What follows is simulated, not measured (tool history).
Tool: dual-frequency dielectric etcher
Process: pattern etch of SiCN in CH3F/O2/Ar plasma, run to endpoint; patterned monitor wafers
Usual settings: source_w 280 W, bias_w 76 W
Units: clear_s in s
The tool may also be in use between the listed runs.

run    hour  source_w  bias_w  wafers since the last listed run  hours since the last wet clean  hours since the last source power generator calibration  hours since the last bias power generator calibration  hours since the last upper electrode change  incoming incoming film thickness, nm  clear_s
  1     0.0       280      76                                 0                           170.2                                                   4002.4                                                 1825.8                                       4718.8                                  9.15     26.7
  2    57.5       280      76                               899                           227.7                                                   4059.9                                                 1883.3                                       4776.3                                  9.13     26.5
  3   124.8       280      76                              1052                           295.0                                                   4127.2                                                 1950.6                                       4843.6                                  9.19     26.4
  4   302.3       280      76                              2775                           472.5                                                   4304.7                                                 2128.1                                       5021.1                                  9.21     27.3
  5   366.9       250      86                              1010                           537.1                                                   4369.3                                                 2192.7                                       5085.7                                  9.23     27.9
  6   392.9       330      88                               406                           563.1                                                   4395.3                                                 2218.7                                       5111.7                                  9.22     24.5
      438.2  -- source power generator calibrated
      470.3  -- wet clean of the chamber
  7   470.8       330      88                               780                             0.5                                                     32.6                                                 2296.6                                       5189.6                                  9.24     24.1
  8   529.7       280      76                               920                            59.4                                                     91.5                                                 2355.5                                       5248.5                                  9.29     26.7
  9   561.0       280      76                               489                            90.7                                                    122.8                                                 2386.8                                       5279.8                                  9.10     26.4
      572.0  -- bias power generator calibrated
 10   613.6       280      93                               759                           143.3                                                    175.4                                                   41.6                                       5332.4                                  9.21     25.1
 11   669.6       260      76                               875                           199.3                                                    231.4                                                   97.6                                       5388.4                                  9.13     27.2
 12   697.7       300      94                               439                           227.4                                                    259.5                                                  125.7                                       5416.5                                  9.20     24.6
      759.1  -- upper electrode replaced
 13   764.0       350      76                               661                           293.7                                                    325.8                                                  192.0                                          4.9                                  9.14     24.9
 14   793.9       300      65                               467                           323.6                                                    355.7                                                  221.9                                         34.8                                  9.28     27.8
 15   845.4       320      91                               805                           375.1                                                    407.2                                                  273.4                                         86.3                                  9.21     24.7
 16   972.1       280      76                              1981                           501.8                                                    533.9                                                  400.1                                        213.0                                  9.24     28.0
 17  1001.1       330      76                               453                           530.8                                                    562.9                                                  429.1                                        242.0                                  9.23     26.0

Forecast each of these 4 alternatives for the next run:
  A  1001.5       280      87                                 6                           531.2                                                    563.3                                                  429.5                                        242.4                                  9.29        ?
  B  1001.5       310      92                                 6                           531.2                                                    563.3                                                  429.5                                        242.4                                  9.29        ?
  C  1001.5       230      90                                 6                           531.2                                                    563.3                                                  429.5                                        242.4                                  9.29        ?
  D  1001.5       260      85                                 6                           531.2                                                    563.3                                                  429.5                                        242.4                                  9.29        ?

run  clear_s
  A     27.1
  B     25.6
  C     28.8
  D     28.0
Without the tool's hidden state the same runs would have given:
run  clear_s
  A     25.8
  B     24.5
  C     27.5
  D     26.8
